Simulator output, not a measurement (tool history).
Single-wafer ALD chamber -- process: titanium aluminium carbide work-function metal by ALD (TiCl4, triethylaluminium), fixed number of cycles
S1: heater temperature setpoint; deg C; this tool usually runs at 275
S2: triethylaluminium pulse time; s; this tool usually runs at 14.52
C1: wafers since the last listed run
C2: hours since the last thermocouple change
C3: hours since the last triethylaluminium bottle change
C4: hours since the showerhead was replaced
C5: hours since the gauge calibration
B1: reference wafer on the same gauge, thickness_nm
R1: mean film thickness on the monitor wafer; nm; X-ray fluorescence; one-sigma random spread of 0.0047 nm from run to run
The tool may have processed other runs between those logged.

{"run": 1, "hour": 0.0, "S1": 275, "S2": 14.52, "C1": 0, "C2": 1836.3, "C3": 1422, "C4": 6672.1, "C5": 342.7, "B1": 1.601, "R1": 1.823}
{"run": 2, "hour": 50.5, "S1": 275, "S2": 14.52, "C1": 354, "C2": 1886.8, "C3": 1472.5, "C4": 6722.6, "C5": 393.2, "B1": 1.6, "R1": 1.823}
{"run": 3, "hour": 118.3, "S1": 275, "S2": 14.52, "C1": 476, "C2": 1954.6, "C3": 1540.3, "C4": 6790.4, "C5": 461, "B1": 1.6, "R1": 1.823}
{"run": 4, "hour": 189.9, "S1": 275, "S2": 14.52, "C1": 502, "C2": 2026.2, "C3": 1611.9, "C4": 6862, "C5": 532.6, "B1": 1.599, "R1": 1.808}
{"run": 5, "hour": 214.8, "S1": 275, "S2": 14.52, "C1": 174, "C2": 2051.1, "C3": 1636.8, "C4": 6886.9, "C5": 557.5, "B1": 1.601, "R1": 1.815}
{"run": 6, "hour": 272.2, "S1": 271, "S2": 18.97, "C1": 403, "C2": 2108.5, "C3": 1694.2, "C4": 6944.3, "C5": 614.9, "B1": 1.6, "R1": 1.817}
{"run": 7, "hour": 324.3, "S1": 271, "S2": 18.97, "C1": 365, "C2": 2160.6, "C3": 1746.3, "C4": 6996.4, "C5": 667, "B1": 1.6, "R1": 1.818}
{"hour": 385.8, "done": "gauge calibrated"}
{"run": 8, "hour": 393.2, "S1": 271, "S2": 18.97, "C1": 483, "C2": 2229.5, "C3": 1815.2, "C4": 7065.3, "C5": 7.4, "B1": 1.6, "R1": 1.815}
{"run": 9, "hour": 434.4, "S1": 275, "S2": 18.69, "C1": 289, "C2": 2270.7, "C3": 1856.4, "C4": 7106.5, "C5": 48.6, "B1": 1.6, "R1": 1.844}
{"run": 10, "hour": 496.2, "S1": 275, "S2": 18.69, "C1": 434, "C2": 2332.5, "C3": 1918.2, "C4": 7168.3, "C5": 110.4, "B1": 1.599, "R1": 1.839}
{"run": 11, "hour": 530.3, "S1": 275, "S2": 18.69, "C1": 239, "C2": 2366.6, "C3": 1952.3, "C4": 7202.4, "C5": 144.5, "B1": 1.6, "R1": 1.845}
{"hour": 596.3, "done": "thermocouple changed; heater temperature recalibrated"}
{"run": 12, "hour": 600.5, "S1": 269, "S2": 16.59, "C1": 436, "C2": 4.2, "C3": 2022.5, "C4": 7272.6, "C5": 214.7, "B1": 1.6, "R1": 1.815}
{"run": 13, "hour": 647.8, "S1": 268, "S2": 17.13, "C1": 332, "C2": 51.5, "C3": 2069.8, "C4": 7319.9, "C5": 262, "B1": 1.6, "R1": 1.809}
{"hour": 670.8, "done": "triethylaluminium bottle replaced"}
{"run": 14, "hour": 708.0, "S1": 275, "S2": 14.52, "C1": 366, "C2": 111.7, "C3": 37.2, "C4": 7380.1, "C5": 322.2, "B1": 1.6, "R1": 1.887}
{"run": 15, "hour": 760.6, "S1": 286, "S2": 19.46, "C1": 369, "C2": 164.3, "C3": 89.8, "C4": 7432.7, "C5": 374.8, "B1": 1.6, "R1": 1.982}
{"run": 16, "hour": 828.0, "S1": 275, "S2": 14.52, "C1": 473, "C2": 231.7, "C3": 157.2, "C4": 7500.1, "C5": 442.2, "B1": 1.599, "R1": 1.878}
{"run": 17, "hour": 870.0, "S1": 287, "S2": 20.08, "C1": 295, "C2": 273.7, "C3": 199.2, "C4": 7542.1, "C5": 484.2, "B1": 1.6, "R1": 1.989}
{"hour": 888.1, "done": "showerhead replaced"}
{"run": 18, "hour": 902.5, "S1": 275, "S2": 17.28, "C1": 172, "C2": 306.2, "C3": 231.7, "C4": 14.4, "C5": 516.7, "B1": 1.6, "R1": 1.892}
{"hour": 934.4, "done": "gauge calibrated"}
{"run": 19, "hour": 1009.3, "S1": 271, "S2": 18.97, "C1": 750, "C2": 413, "C3": 338.5, "C4": 121.2, "C5": 74.9, "B1": 1.601, "R1": 1.862}
{"run": 20, "hour": 1209.4, "S1": 288, "S2": 19.69, "C1": 1405, "C2": 613.1, "C3": 538.6, "C4": 321.3, "C5": 275, "B1": 1.6, "R1": 1.999}
{"run": 21, "hour": 1239.7, "S1": 275, "S2": 14.52, "C1": 212, "C2": 643.4, "C3": 568.9, "C4": 351.6, "C5": 305.3, "B1": 1.6, "R1": 1.876}
{"run": 22, "hour": 1275.9, "S1": 285, "S2": 14.52, "C1": 254, "C2": 679.6, "C3": 605.1, "C4": 387.8, "C5": 341.5, "B1": 1.6, "R1": 1.943}

Describe how what the log doesn't record of the tool's condition differs between the last listed run preceding each entry between runs and the first listed run following it.
Logged between run 7 and run 8: gauge calibrated (hour 385.8)
  wafer temperature above the value expected at the setpoint (K): -4.98 -> -5.14; triethylaluminium dose above that of a fresh bottle (%): -24 -> -24.9
  measured minus no-state result, R1: -0.052 -> -0.054 nm
Logged between run 11 and run 12: thermocouple changed; heater temperature recalibrated (hour 596.3)
  wafer temperature above the value expected at the setpoint (K): -5.46 -> -0.273; triethylaluminium dose above that of a fresh bottle (%): -26.6 -> -27.4
  measured minus no-state result, R1: -0.061 -> -0.036 nm
Logged between run 13 and run 14: triethylaluminium bottle replaced (hour 670.8)
  wafer temperature above the value expected at the setpoint (K): -0.382 -> -0.522; triethylaluminium dose above that of a fresh bottle (%): -28 -> -3.83
  measured minus no-state result, R1: -0.034 -> -0.007 nm
Logged between run 17 and run 18: showerhead replaced (hour 888.1)
  wafer temperature above the value expected at the setpoint (K): -0.896 -> -0.971; triethylaluminium dose above that of a fresh bottle (%): -5.8 -> -6.2
  measured minus no-state result, R1: -0.008 -> -0.01 nm
Logged between run 18 and run 19: gauge calibrated (hour 934.4)
  wafer temperature above the value expected at the setpoint (K): -0.971 -> -1.22; triethylaluminium dose above that of a fresh bottle (%): -6.2 -> -7.5
  measured minus no-state result, R1: -0.01 -> -0.012 nm
